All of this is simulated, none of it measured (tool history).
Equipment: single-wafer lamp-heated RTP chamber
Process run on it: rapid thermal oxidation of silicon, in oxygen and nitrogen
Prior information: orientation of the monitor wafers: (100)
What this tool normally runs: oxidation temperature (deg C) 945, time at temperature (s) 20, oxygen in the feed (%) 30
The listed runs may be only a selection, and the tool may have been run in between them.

| run | hour | oxidation temperature (deg C) | time at temperature (s) | oxygen in the feed (%) | read-back reference wafer on the same gauge, thickness | oxide thickness on the monitor wafer (Å) |
|---|---|---|---|---|---|---|
| 1 | 0 | 945 | 20 | 30 | 2.45 | 22.59 |
| 2 | 12.7 | 945 | 20 | 30 | 2.45 | 22.7 |
| 3 | 28.2 | 945 | 27 | 30 | 2.45 | 24.17 |
| 4 | 80.9 | 945 | 27 | 30 | 2.452 | 24.15 |
| 5 | 113 | 945 | 20 | 30 | 2.451 | 22.83 |
| 6 | 130.1 | 945 | 20 | 30 | 2.448 | 22.82 |
| 7 | 148.2 | 945 | 20 | 30 | 2.452 | 23 |
| 8 | 169.2 | 956 | 20 | 30 | 2.449 | 23.54 |
|  | 182.4 | pyrometer window cleaned and pyrometer calibrated |
|  | 193 | gauge calibrated |
|  | 211.2 | oxygen flow controller replaced |
| 9 | 235.8 | 918 | 20 | 54 | 2.449 | 22.3 |
| 10 | 262.3 | 927 | 27 | 38 | 2.45 | 23.52 |
| 11 | 294.3 | 945 | 20 | 30 | 2.451 | 22.42 |
| 12 | 329.6 | 945 | 12 | 17 | 2.447 | 20.34 |
| 13 | 350.1 | 972 | 20 | 30 | 2.449 | 24.82 |
| 14 | 370.7 | 945 | 20 | 17 | 2.45 | 21.54 |
| 15 | 397.3 | 956 | 13 | 45 | 2.449 | 22.61 |
| 16 | 410.4 | 945 | 11 | 30 | 2.448 | 20.47 |
| 17 | 425.3 | 945 | 20 | 30 | 2.453 | 22.7 |

Pick out some run-to-run changes in oxide thickness on the monitor wafer (Å). Of each, how much would a tool without hidden state show as well, from the settings, what came in and chance, and how much is left for the hidden state and any gauge scatter not in both results compared?
The tool's hidden condition here consists of: true wafer temperature minus pyrometer reading, K; deviation of the oxygen flow from its setpoint, %; gauge reads high (%).
Run 12 -> 13: oxidation temperature (deg C) 945 -> 972, time at temperature (s) 12 -> 20, oxygen in the feed (%) 17 -> 30. oxide thickness on the monitor wafer (Å) +4.48: hidden state +0.48, all else +4.
